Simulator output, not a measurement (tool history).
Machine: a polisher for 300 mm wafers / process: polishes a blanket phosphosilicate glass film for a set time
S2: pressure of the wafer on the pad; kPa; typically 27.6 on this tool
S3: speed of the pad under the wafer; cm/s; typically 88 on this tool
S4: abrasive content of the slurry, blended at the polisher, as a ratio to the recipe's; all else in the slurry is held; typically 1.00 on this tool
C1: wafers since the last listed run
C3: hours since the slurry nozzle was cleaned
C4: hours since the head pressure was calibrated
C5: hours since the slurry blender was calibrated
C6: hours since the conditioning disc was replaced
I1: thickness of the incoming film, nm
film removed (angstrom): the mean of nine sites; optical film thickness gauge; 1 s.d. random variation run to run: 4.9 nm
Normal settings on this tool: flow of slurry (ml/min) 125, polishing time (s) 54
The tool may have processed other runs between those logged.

{"run": 1, "day": 0.0, "flow of slurry (ml/min)": 125, "S2": 27.6, "S3": 88, "S4": 1.0, "polishing time (s)": 54, "C1": 0, "wafers polished on this pad": 81, "C3": 65.4, "C4": 778.8, "C5": 331.2, "C6": 219.6, "I1": 2829.3, "film removed (angstrom)": 4725}
{"run": 2, "day": 1.833, "flow of slurry (ml/min)": 125, "S2": 27.6, "S3": 88, "S4": 1.1, "polishing time (s)": 54, "C1": 295, "wafers polished on this pad": 377, "C3": 109.4, "C4": 822.8, "C5": 375.2, "C6": 263.6, "I1": 2908.0, "film removed (angstrom)": 4916}
{"run": 3, "day": 4.804, "flow of slurry (ml/min)": 125, "S2": 27.6, "S3": 88, "S4": 1.1, "polishing time (s)": 54, "C1": 479, "wafers polished on this pad": 856, "C3": 180.7, "C4": 894.1, "C5": 446.5, "C6": 334.9, "I1": 2877.0, "film removed (angstrom)": 4813}
{"day": 7.983, "done": "slurry blender recalibrated"}
{"run": 4, "day": 8.429, "flow of slurry (ml/min)": 125, "S2": 27.6, "S3": 88, "S4": 1.1, "polishing time (s)": 54, "C1": 571, "wafers polished on this pad": 1427, "C3": 267.7, "C4": 981.1, "C5": 10.7, "C6": 421.9, "I1": 2847.0, "film removed (angstrom)": 4391}
{"day": 11.858, "done": "conditioning disc replaced and pad reconditioned"}
{"day": 16.138, "done": "worn pad replaced by a new one"}
{"day": 17.392, "done": "slurry nozzle cleaned"}
{"run": 5, "day": 18.262, "flow of slurry (ml/min)": 125, "S2": 21.4, "S3": 88, "S4": 1.0, "polishing time (s)": 54, "C1": 1539, "wafers polished on this pad": 336, "C3": 20.9, "C4": 1217.1, "C5": 246.7, "C6": 153.7, "I1": 2865.6, "film removed (angstrom)": 3125}
{"day": 18.817, "done": "head pressure recalibrated"}
{"run": 6, "day": 20.571, "flow of slurry (ml/min)": 125, "S2": 27.6, "S3": 72, "S4": 1.0, "polishing time (s)": 54, "C1": 358, "wafers polished on this pad": 695, "C3": 76.3, "C4": 42.1, "C5": 302.1, "C6": 209.1, "I1": 2861.1, "film removed (angstrom)": 3384}
{"run": 7, "day": 23.817, "flow of slurry (ml/min)": 125, "S2": 27.6, "S3": 72, "S4": 1.0, "polishing time (s)": 54, "C1": 523, "wafers polished on this pad": 1218, "C3": 154.2, "C4": 120.0, "C5": 380.0, "C6": 287.0, "I1": 2836.1, "film removed (angstrom)": 3306}
{"day": 25.279, "done": "slurry blender recalibrated, repeated, since the last time left the tool worse"}
{"run": 8, "day": 26.704, "flow of slurry (ml/min)": 125, "S2": 27.6, "S3": 72, "S4": 1.0, "polishing time (s)": 54, "C1": 452, "wafers polished on this pad": 1671, "C3": 223.5, "C4": 189.3, "C5": 34.2, "C6": 356.3, "I1": 2893.2, "film removed (angstrom)": 4161}
{"run": 9, "day": 28.942, "flow of slurry (ml/min)": 125, "S2": 27.6, "S3": 88, "S4": 1.2, "polishing time (s)": 40, "C1": 360, "wafers polished on this pad": 2032, "C3": 277.2, "C4": 243.0, "C5": 87.9, "C6": 410.0, "I1": 2891.2, "film removed (angstrom)": 3899}
{"day": 31.188, "done": "conditioning disc replaced and pad reconditioned"}
{"run": 10, "day": 32.542, "flow of slurry (ml/min)": 125, "S2": 31.7, "S3": 88, "S4": 1.0, "polishing time (s)": 54, "C1": 567, "wafers polished on this pad": 2599, "C3": 363.6, "C4": 329.4, "C5": 174.3, "C6": 32.5, "I1": 2883.5, "film removed (angstrom)": 5485}
{"run": 11, "day": 34.242, "flow of slurry (ml/min)": 125, "S2": 32.4, "S3": 70, "S4": 1.25, "polishing time (s)": 54, "C1": 274, "wafers polished on this pad": 2873, "C3": 404.4, "C4": 370.2, "C5": 215.1, "C6": 73.3, "I1": 2921.4, "film removed (angstrom)": 5202}
{"day": 35.7, "done": "worn pad replaced by a new one"}
{"run": 12, "day": 36.888, "flow of slurry (ml/min)": 125, "S2": 27.6, "S3": 88, "S4": 1.0, "polishing time (s)": 54, "C1": 399, "wafers polished on this pad": 191, "C3": 467.9, "C4": 433.7, "C5": 278.6, "C6": 136.8, "I1": 2858.2, "film removed (angstrom)": 4717}
{"run": 13, "day": 41.046, "flow of slurry (ml/min)": 125, "S2": 27.6, "S3": 88, "S4": 1.0, "polishing time (s)": 54, "C1": 670, "wafers polished on this pad": 861, "C3": 567.7, "C4": 533.5, "C5": 378.4, "C6": 236.6, "I1": 2862.9, "film removed (angstrom)": 4656}
{"day": 42.171, "done": "slurry nozzle cleaned"}
{"day": 45.058, "done": "slurry blender recalibrated"}
{"run": 14, "day": 45.442, "flow of slurry (ml/min)": 125, "S2": 27.6, "S3": 88, "S4": 1.0, "polishing time (s)": 71, "C1": 688, "wafers polished on this pad": 1550, "C3": 78.5, "C4": 639.0, "C5": 9.2, "C6": 342.1, "I1": 2857.0, "film removed (angstrom)": 6446}
{"day": 47.554, "done": "conditioning disc replaced and pad reconditioned"}
{"run": 15, "day": 48.392, "flow of slurry (ml/min)": 125, "S2": 20.0, "S3": 88, "S4": 1.25, "polishing time (s)": 54, "C1": 462, "wafers polished on this pad": 2013, "C3": 149.3, "C4": 709.8, "C5": 80.0, "C6": 20.1, "I1": 2879.4, "film removed (angstrom)": 3820}
{"run": 16, "day": 50.512, "flow of slurry (ml/min)": 125, "S2": 27.6, "S3": 88, "S4": 1.1, "polishing time (s)": 54, "C1": 342, "wafers polished on this pad": 2355, "C3": 200.2, "C4": 760.7, "C5": 130.9, "C6": 71.0, "I1": 2874.8, "film removed (angstrom)": 5081}
{"run": 17, "day": 54.296, "flow of slurry (ml/min)": 125, "S2": 27.6, "S3": 88, "S4": 1.0, "polishing time (s)": 54, "C1": 610, "wafers polished on this pad": 2965, "C3": 291.0, "C4": 851.5, "C5": 221.7, "C6": 161.8, "I1": 2860.8, "film removed (angstrom)": 4853}
{"day": 55.612, "done": "worn pad replaced by a new one"}
{"run": 18, "day": 58.546, "flow of slurry (ml/min)": 155, "S2": 27.6, "S3": 88, "S4": 1.0, "polishing time (s)": 54, "C1": 658, "wafers polished on this pad": 473, "C3": 393.0, "C4": 953.5, "C5": 323.7, "C6": 263.8, "I1": 2888.7, "film removed (angstrom)": 4853}
{"run": 19, "day": 62.421, "flow of slurry (ml/min)": 125, "S2": 27.6, "S3": 88, "S4": 1.0, "polishing time (s)": 61, "C1": 625, "wafers polished on this pad": 1098, "C3": 486.0, "C4": 1046.5, "C5": 416.7, "C6": 356.8, "I1": 2843.8, "film removed (angstrom)": 5276}
{"run": 20, "day": 64.433, "flow of slurry (ml/min)": 155, "S2": 33.1, "S3": 88, "S4": 1.0, "polishing time (s)": 45, "C1": 324, "wafers polished on this pad": 1422, "C3": 534.3, "C4": 1094.8, "C5": 465.0, "C6": 405.1, "I1": 2819.1, "film removed (angstrom)": 4766}
{"day": 66.704, "done": "slurry blender recalibrated"}
{"run": 21, "day": 66.725, "flow of slurry (ml/min)": 125, "S2": 27.6, "S3": 108, "S4": 0.8, "polishing time (s)": 54, "C1": 356, "wafers polished on this pad": 1779, "C3": 589.3, "C4": 1149.8, "C5": 0.5, "C6": 460.1, "I1": 2863.9, "film removed (angstrom)": 5263}
{"day": 67.267, "done": "conditioning disc replaced and pad reconditioned"}
{"day": 67.554, "done": "slurry nozzle cleaned"}
{"day": 70.258, "done": "head pressure recalibrated"}
{"run": 22, "day": 70.279, "flow of slurry (ml/min)": 170, "S2": 35.2, "S3": 112, "S4": 1.2, "polishing time (s)": 54, "C1": 539, "wafers polished on this pad": 2318, "C3": 65.4, "C4": 0.5, "C5": 85.8, "C6": 72.3, "I1": 2892.4, "film removed (angstrom)": 8473}
{"run": 23, "day": 73.421, "flow of slurry (ml/min)": 125, "S2": 27.6, "S3": 88, "S4": 1.0, "polishing time (s)": 54, "C1": 506, "wafers polished on this pad": 2825, "C3": 140.8, "C4": 75.9, "C5": 161.2, "C6": 147.7, "I1": 2879.5, "film removed (angstrom)": 4864}
{"day": 74.646, "done": "worn pad replaced by a new one"}
{"run": 24, "day": 76.388, "flow of slurry (ml/min)": 125, "S2": 22.1, "S3": 80, "S4": 0.85, "polishing time (s)": 54, "C1": 451, "wafers polished on this pad": 280, "C3": 212.0, "C4": 147.1, "C5": 232.4, "C6": 218.9, "I1": 2892.7, "film removed (angstrom)": 3341}

Forecast each of these 5 alternatives for the next run:
{"run": "A", "day": 76.404, "flow of slurry (ml/min)": 125, "S2": 27.6, "S3": 88, "S4": 1.0, "polishing time (s)": 54, "C1": 2, "wafers polished on this pad": 283, "C3": 212.4, "C4": 147.5, "C5": 232.8, "C6": 219.3, "I1": 2932.8, "film removed (angstrom)": "?"}
{"run": "B", "day": 76.404, "flow of slurry (ml/min)": 125, "S2": 33.1, "S3": 108, "S4": 1.0, "polishing time (s)": 54, "C1": 2, "wafers polished on this pad": 283, "C3": 212.4, "C4": 147.5, "C5": 232.8, "C6": 219.3, "I1": 2932.8, "film removed (angstrom)": "?"}
{"run": "C", "day": 76.404, "flow of slurry (ml/min)": 140, "S2": 27.6, "S3": 88, "S4": 1.0, "polishing time (s)": 54, "C1": 2, "wafers polished on this pad": 283, "C3": 212.4, "C4": 147.5, "C5": 232.8, "C6": 219.3, "I1": 2932.8, "film removed (angstrom)": "?"}
{"run": "D", "day": 76.404, "flow of slurry (ml/min)": 80, "S2": 27.6, "S3": 88, "S4": 0.8, "polishing time (s)": 44, "C1": 2, "wafers polished on this pad": 283, "C3": 212.4, "C4": 147.5, "C5": 232.8, "C6": 219.3, "I1": 2932.8, "film removed (angstrom)": "?"}
{"run": "E", "day": 76.404, "flow of slurry (ml/min)": 160, "S2": 27.6, "S3": 114, "S4": 1.3, "polishing time (s)": 65, "C1": 2, "wafers polished on this pad": 283, "C3": 212.4, "C4": 147.5, "C5": 232.8, "C6": 219.3, "I1": 2932.8, "film removed (angstrom)": "?"}

run=A film_removed_(angstrom)=4745
run=B film_removed_(angstrom)=6707
run=C film_removed_(angstrom)=4823
run=D film_removed_(angstrom)=3288
run=E film_removed_(angstrom)=8037
Stripped of hidden state, with their random variation kept, the same runs would have yielded:
run=A film_removed_(angstrom)=4911
run=B film_removed_(angstrom)=6943
run=C film_removed_(angstrom)=4993
run=D film_removed_(angstrom)=3415
run=E film_removed_(angstrom)=8286
